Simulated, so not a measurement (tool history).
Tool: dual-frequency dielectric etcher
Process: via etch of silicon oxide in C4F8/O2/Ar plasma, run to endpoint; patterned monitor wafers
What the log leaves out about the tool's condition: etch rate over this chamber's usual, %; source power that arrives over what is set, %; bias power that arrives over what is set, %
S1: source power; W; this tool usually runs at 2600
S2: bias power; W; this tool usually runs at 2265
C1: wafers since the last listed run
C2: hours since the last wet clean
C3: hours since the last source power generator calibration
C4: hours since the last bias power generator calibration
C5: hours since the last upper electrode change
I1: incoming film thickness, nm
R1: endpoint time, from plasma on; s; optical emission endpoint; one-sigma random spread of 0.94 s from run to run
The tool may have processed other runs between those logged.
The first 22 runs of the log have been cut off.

run 23 hour=2116.1 | S1=2210 S2=2105 | C1=303 C2=284.2 C3=1288.3 C4=215.6 C5=1638.5 | I1=913.3 | R1=177.4
run 24 hour=2187.5 | S1=2600 S2=2265 | C1=356 C2=355.6 C3=1359.7 C4=287.0 C5=1709.9 | I1=909.1 | R1=156.3
run 25 hour=2286.7 | S1=2600 S2=1972 | C1=495 C2=454.8 C3=1458.9 C4=386.2 C5=1809.1 | I1=913.4 | R1=160.7
run 26 hour=2380.9 | S1=2900 S2=2677 | C1=470 C2=549.0 C3=1553.1 C4=480.4 C5=1903.3 | I1=913.4 | R1=143.4
run 27 hour=2420.2 | S1=2600 S2=2265 | C1=196 C2=588.3 C3=1592.4 C4=519.7 C5=1942.6 | I1=915.0 | R1=158.2
-- hour=2550.0 wet clean of the chamber
run 28 hour=2550.5 | S1=2600 S2=2265 | C1=530 C2=0.5 C3=1722.7 C4=650.0 C5=2072.9 | I1=914.1 | R1=157.7
run 29 hour=2623.0 | S1=2190 S2=1958 | C1=362 C2=73.0 C3=1795.2 C4=722.5 C5=2145.4 | I1=916.9 | R1=178.4
run 30 hour=2724.5 | S1=2920 S2=1783 | C1=506 C2=174.5 C3=1896.7 C4=824.0 C5=2246.9 | I1=912.3 | R1=154.5
run 31 hour=2802.8 | S1=2600 S2=2265 | C1=390 C2=252.8 C3=1975.0 C4=902.3 C5=2325.2 | I1=905.9 | R1=156.3
run 32 hour=2841.7 | S1=3190 S2=2087 | C1=194 C2=291.7 C3=2013.9 C4=941.2 C5=2364.1 | I1=916.6 | R1=141.1
run 33 hour=2916.2 | S1=3190 S2=2087 | C1=372 C2=366.2 C3=2088.4 C4=1015.7 C5=2438.6 | I1=898.5 | R1=139.8
run 34 hour=2974.9 | S1=2600 S2=2822 | C1=293 C2=424.9 C3=2147.1 C4=1074.4 C5=2497.3 | I1=912.2 | R1=150.3

5 ways to go on from here, each from the tool as it stands after run 34. What would each give?
run A hour=2975.4 | S1=2600 S2=2265 | C1=2 C2=425.4 C3=2147.6 C4=1074.9 C5=2497.8 | I1=906.8 | R1=?
run B hour=2975.4 | S1=3140 S2=2710 | C1=2 C2=425.4 C3=2147.6 C4=1074.9 C5=2497.8 | I1=906.8 | R1=?
run C hour=2975.4 | S1=2210 S2=2265 | C1=2 C2=425.4 C3=2147.6 C4=1074.9 C5=2497.8 | I1=906.8 | R1=?
run D hour=2975.4 | S1=2070 S2=1823 | C1=2 C2=425.4 C3=2147.6 C4=1074.9 C5=2497.8 | I1=906.8 | R1=?
run E hour=2975.4 | S1=2220 S2=2265 | C1=2 C2=425.4 C3=2147.6 C4=1074.9 C5=2497.8 | I1=906.8 | R1=?

run=A R1=155.1
run=B R1=135.3
run=C R1=170.6
run=D R1=184.6
run=E R1=170.1
Without the tool's unlogged condition, the same runs would have read:
run=A R1=155.1
run=B R1=135.3
run=C R1=170.6
run=D R1=184.6
run=E R1=170.1
